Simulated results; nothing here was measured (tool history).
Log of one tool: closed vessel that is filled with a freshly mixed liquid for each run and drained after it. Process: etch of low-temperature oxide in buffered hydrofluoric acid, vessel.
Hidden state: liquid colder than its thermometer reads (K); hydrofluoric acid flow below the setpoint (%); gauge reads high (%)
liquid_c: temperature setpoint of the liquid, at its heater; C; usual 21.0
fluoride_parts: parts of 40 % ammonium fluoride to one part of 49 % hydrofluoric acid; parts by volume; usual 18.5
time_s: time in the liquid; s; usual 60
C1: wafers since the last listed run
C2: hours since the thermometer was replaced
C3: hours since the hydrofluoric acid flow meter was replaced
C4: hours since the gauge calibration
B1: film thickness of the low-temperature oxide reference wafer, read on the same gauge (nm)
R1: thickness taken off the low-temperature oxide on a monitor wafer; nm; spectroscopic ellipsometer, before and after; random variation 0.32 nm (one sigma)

{"run": 1, "hour": 0.0, "liquid_c": 21.0, "fluoride_parts": 18.5, "time_s": 60, "C1": 0, "C2": 412.4, "C3": 341.9, "C4": 618.8, "B1": 49.99, "R1": 79.44}
{"run": 2, "hour": 79.9, "liquid_c": 21.0, "fluoride_parts": 22.0, "time_s": 60, "C1": 7288, "C2": 492.3, "C3": 421.8, "C4": 698.7, "B1": 50.01, "R1": 68.35}
{"run": 3, "hour": 186.1, "liquid_c": 20.0, "fluoride_parts": 18.5, "time_s": 60, "C1": 9687, "C2": 598.5, "C3": 528.0, "C4": 804.9, "B1": 50.0, "R1": 74.35}
{"run": 4, "hour": 241.3, "liquid_c": 21.0, "fluoride_parts": 15.5, "time_s": 60, "C1": 5035, "C2": 653.7, "C3": 583.2, "C4": 860.1, "B1": 49.98, "R1": 93.56}
{"run": 5, "hour": 334.9, "liquid_c": 21.0, "fluoride_parts": 18.5, "time_s": 60, "C1": 8538, "C2": 747.3, "C3": 676.8, "C4": 953.7, "B1": 50.0, "R1": 77.74}
{"run": 6, "hour": 385.2, "liquid_c": 21.0, "fluoride_parts": 18.5, "time_s": 60, "C1": 4588, "C2": 797.6, "C3": 727.1, "C4": 1004.0, "B1": 50.0, "R1": 78.61}
{"run": 7, "hour": 459.8, "liquid_c": 21.0, "fluoride_parts": 18.5, "time_s": 60, "C1": 6804, "C2": 872.2, "C3": 801.7, "C4": 1078.6, "B1": 50.01, "R1": 77.52}
{"run": 8, "hour": 498.5, "liquid_c": 21.0, "fluoride_parts": 18.5, "time_s": 80, "C1": 3530, "C2": 910.9, "C3": 840.4, "C4": 1117.3, "B1": 49.99, "R1": 103.33}
{"run": 9, "hour": 540.1, "liquid_c": 21.0, "fluoride_parts": 18.5, "time_s": 80, "C1": 3794, "C2": 952.5, "C3": 882.0, "C4": 1158.9, "B1": 49.99, "R1": 103.72}
{"hour": 556.4, "done": "gauge calibrated"}
{"run": 10, "hour": 641.0, "liquid_c": 21.0, "fluoride_parts": 18.5, "time_s": 35, "C1": 9203, "C2": 1053.4, "C3": 982.9, "C4": 84.6, "B1": 49.98, "R1": 44.92}
{"run": 11, "hour": 677.5, "liquid_c": 21.0, "fluoride_parts": 24.5, "time_s": 35, "C1": 3329, "C2": 1089.9, "C3": 1019.4, "C4": 121.1, "B1": 50.0, "R1": 36.17}
{"run": 12, "hour": 748.9, "liquid_c": 21.0, "fluoride_parts": 22.0, "time_s": 35, "C1": 6512, "C2": 1161.3, "C3": 1090.8, "C4": 192.5, "B1": 49.96, "R1": 38.89}
{"run": 13, "hour": 832.5, "liquid_c": 24.0, "fluoride_parts": 24.0, "time_s": 35, "C1": 7625, "C2": 1244.9, "C3": 1174.4, "C4": 276.1, "B1": 50.0, "R1": 43.11}
{"run": 14, "hour": 941.2, "liquid_c": 23.0, "fluoride_parts": 12.5, "time_s": 60, "C1": 9915, "C2": 1353.6, "C3": 1283.1, "C4": 384.8, "B1": 50.01, "R1": 125.12}
{"run": 15, "hour": 1015.9, "liquid_c": 23.0, "fluoride_parts": 22.0, "time_s": 70, "C1": 6813, "C2": 1428.3, "C3": 1357.8, "C4": 459.5, "B1": 50.02, "R1": 86.35}
{"hour": 1047.6, "done": "hydrofluoric acid flow meter replaced"}
{"hour": 1049.0, "done": "thermometer replaced"}
{"run": 16, "hour": 1095.7, "liquid_c": 17.0, "fluoride_parts": 18.5, "time_s": 90, "C1": 7096, "C2": 46.7, "C3": 48.1, "C4": 539.3, "B1": 49.99, "R1": 95.61}
{"run": 17, "hour": 1175.5, "liquid_c": 21.0, "fluoride_parts": 24.0, "time_s": 60, "C1": 7279, "C2": 126.5, "C3": 127.9, "C4": 619.1, "B1": 49.99, "R1": 65.17}
{"run": 18, "hour": 1238.6, "liquid_c": 21.0, "fluoride_parts": 18.5, "time_s": 60, "C1": 5755, "C2": 189.6, "C3": 191.0, "C4": 682.2, "B1": 50.01, "R1": 79.92}
{"run": 19, "hour": 1327.0, "liquid_c": 21.0, "fluoride_parts": 15.5, "time_s": 60, "C1": 8063, "C2": 278.0, "C3": 279.4, "C4": 770.6, "B1": 49.98, "R1": 94.01}
{"run": 20, "hour": 1377.9, "liquid_c": 18.5, "fluoride_parts": 24.0, "time_s": 70, "C1": 4643, "C2": 328.9, "C3": 330.3, "C4": 821.5, "B1": 50.0, "R1": 65.54}

Some steps in R1 between neighbouring runs. How much of each would the tool show without its hidden state too (settings, what came in, random variation), and how much is left for the hidden state, with any gauge scatter that isn't in both results?
Run 9 -> 10: time_s 80 -> 35, gauge calibrated. R1 -58.80 nm: hidden state +2.09, all else -60.89.
Run 13 -> 14: liquid_c 24.0 -> 23.0, fluoride_parts 24.0 -> 12.5, time_s 35 -> 60. R1 +82.01 nm: hidden state -4.66, all else +86.67.
Run 15 -> 16: liquid_c 23.0 -> 17.0, fluoride_parts 22.0 -> 18.5, time_s 70 -> 90, hydrofluoric acid flow meter replaced, thermometer replaced. R1 +9.26 nm: hidden state +4.19, all else +5.07.

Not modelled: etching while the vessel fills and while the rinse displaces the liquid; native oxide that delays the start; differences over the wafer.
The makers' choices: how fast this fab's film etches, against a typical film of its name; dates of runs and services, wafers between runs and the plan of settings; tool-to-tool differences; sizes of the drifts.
